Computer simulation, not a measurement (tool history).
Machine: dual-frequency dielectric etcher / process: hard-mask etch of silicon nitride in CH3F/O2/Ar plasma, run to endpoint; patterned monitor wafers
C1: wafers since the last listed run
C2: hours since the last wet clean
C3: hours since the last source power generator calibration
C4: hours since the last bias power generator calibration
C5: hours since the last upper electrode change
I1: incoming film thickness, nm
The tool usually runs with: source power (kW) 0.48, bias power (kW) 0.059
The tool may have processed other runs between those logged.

{"run": 1, "hour": 0.0, "source power (kW)": 0.48, "bias power (kW)": 0.059, "C1": 0, "C2": 112.7, "C3": 3125.6, "C4": 2802.7, "C5": 2049, "I1": 36.03, "endpoint time (s)": 51.8}
{"run": 2, "hour": 39.5, "source power (kW)": 0.48, "bias power (kW)": 0.059, "C1": 425, "C2": 152.2, "C3": 3165.1, "C4": 2842.2, "C5": 2088.5, "I1": 35.86, "endpoint time (s)": 51.5}
{"run": 3, "hour": 63.7, "source power (kW)": 0.45, "bias power (kW)": 0.069, "C1": 260, "C2": 176.4, "C3": 3189.3, "C4": 2866.4, "C5": 2112.7, "I1": 36.14, "endpoint time (s)": 48.9}
{"run": 4, "hour": 127.0, "source power (kW)": 0.45, "bias power (kW)": 0.069, "C1": 681, "C2": 239.7, "C3": 3252.6, "C4": 2929.7, "C5": 2176, "I1": 35.83, "endpoint time (s)": 48.5}
{"run": 5, "hour": 184.5, "source power (kW)": 0.45, "bias power (kW)": 0.069, "C1": 618, "C2": 297.2, "C3": 3310.1, "C4": 2987.2, "C5": 2233.5, "I1": 35.82, "endpoint time (s)": 47.9}
{"run": 6, "hour": 293.0, "source power (kW)": 0.48, "bias power (kW)": 0.059, "C1": 1167, "C2": 405.7, "C3": 3418.6, "C4": 3095.7, "C5": 2342, "I1": 35.7, "endpoint time (s)": 50.6}
{"run": 7, "hour": 353.7, "source power (kW)": 0.48, "bias power (kW)": 0.059, "C1": 653, "C2": 466.4, "C3": 3479.3, "C4": 3156.4, "C5": 2402.7, "I1": 35.95, "endpoint time (s)": 50.5}
{"hour": 384.0, "done": "bias power generator calibrated"}
{"run": 8, "hour": 416.4, "source power (kW)": 0.52, "bias power (kW)": 0.059, "C1": 631, "C2": 529.1, "C3": 3542, "C4": 32.4, "C5": 2465.4, "I1": 36.42, "endpoint time (s)": 49.7}
{"hour": 453.6, "done": "wet clean of the chamber"}
{"hour": 463.5, "done": "upper electrode replaced, of another model than before"}
{"run": 9, "hour": 464.5, "source power (kW)": 0.48, "bias power (kW)": 0.059, "C1": 152, "C2": 10.9, "C3": 3590.1, "C4": 80.5, "C5": 1, "I1": 36.2, "endpoint time (s)": 52.8}
{"hour": 517.9, "done": "source power generator calibrated"}
{"run": 10, "hour": 518.4, "source power (kW)": 0.48, "bias power (kW)": 0.059, "C1": 537, "C2": 64.8, "C3": 0.5, "C4": 134.4, "C5": 54.9, "I1": 35.84, "endpoint time (s)": 51.7}
{"run": 11, "hour": 560.9, "source power (kW)": 0.53, "bias power (kW)": 0.054, "C1": 457, "C2": 107.3, "C3": 43, "C4": 176.9, "C5": 97.4, "I1": 35.77, "endpoint time (s)": 51.5}
{"run": 12, "hour": 625.1, "source power (kW)": 0.36, "bias power (kW)": 0.049, "C1": 690, "C2": 171.5, "C3": 107.2, "C4": 241.1, "C5": 161.6, "I1": 35.91, "endpoint time (s)": 56.6}
{"run": 13, "hour": 680.2, "source power (kW)": 0.52, "bias power (kW)": 0.068, "C1": 593, "C2": 226.6, "C3": 162.3, "C4": 296.2, "C5": 216.7, "I1": 36.18, "endpoint time (s)": 49}
{"run": 14, "hour": 712.0, "source power (kW)": 0.48, "bias power (kW)": 0.059, "C1": 342, "C2": 258.4, "C3": 194.1, "C4": 328, "C5": 248.5, "I1": 36.07, "endpoint time (s)": 51.4}
{"run": 15, "hour": 763.8, "source power (kW)": 0.39, "bias power (kW)": 0.073, "C1": 557, "C2": 310.2, "C3": 245.9, "C4": 379.8, "C5": 300.3, "I1": 35.79, "endpoint time (s)": 49.6}
{"run": 16, "hour": 798.7, "source power (kW)": 0.48, "bias power (kW)": 0.064, "C1": 375, "C2": 345.1, "C3": 280.8, "C4": 414.7, "C5": 335.2, "I1": 36.16, "endpoint time (s)": 50.1}
{"run": 17, "hour": 847.1, "source power (kW)": 0.55, "bias power (kW)": 0.059, "C1": 520, "C2": 393.5, "C3": 329.2, "C4": 463.1, "C5": 383.6, "I1": 36.1, "endpoint time (s)": 49.5}
{"run": 18, "hour": 914.4, "source power (kW)": 0.43, "bias power (kW)": 0.065, "C1": 724, "C2": 460.8, "C3": 396.5, "C4": 530.4, "C5": 450.9, "I1": 35.87, "endpoint time (s)": 50.3}

3 ways to go on from here, each from the tool as it stands after run 18. What would each give?
{"run": "A", "hour": 914.8, "source power (kW)": 0.39, "bias power (kW)": 0.059, "C1": 4, "C2": 461.2, "C3": 396.9, "C4": 530.8, "C5": 451.3, "I1": 36.29, "endpoint time (s)": "?"}
{"run": "B", "hour": 914.8, "source power (kW)": 0.57, "bias power (kW)": 0.065, "C1": 4, "C2": 461.2, "C3": 396.9, "C4": 530.8, "C5": 451.3, "I1": 36.29, "endpoint time (s)": "?"}
{"run": "C", "hour": 914.8, "source power (kW)": 0.41, "bias power (kW)": 0.064, "C1": 4, "C2": 461.2, "C3": 396.9, "C4": 530.8, "C5": 451.3, "I1": 36.29, "endpoint time (s)": "?"}

run=A endpoint_time_(s)=52.9
run=B endpoint_time_(s)=48.1
run=C endpoint_time_(s)=51.3
What these runs would have given with no unlogged condition in the tool:
run=A endpoint_time_(s)=54.6
run=B endpoint_time_(s)=49.7
run=C endpoint_time_(s)=52.9

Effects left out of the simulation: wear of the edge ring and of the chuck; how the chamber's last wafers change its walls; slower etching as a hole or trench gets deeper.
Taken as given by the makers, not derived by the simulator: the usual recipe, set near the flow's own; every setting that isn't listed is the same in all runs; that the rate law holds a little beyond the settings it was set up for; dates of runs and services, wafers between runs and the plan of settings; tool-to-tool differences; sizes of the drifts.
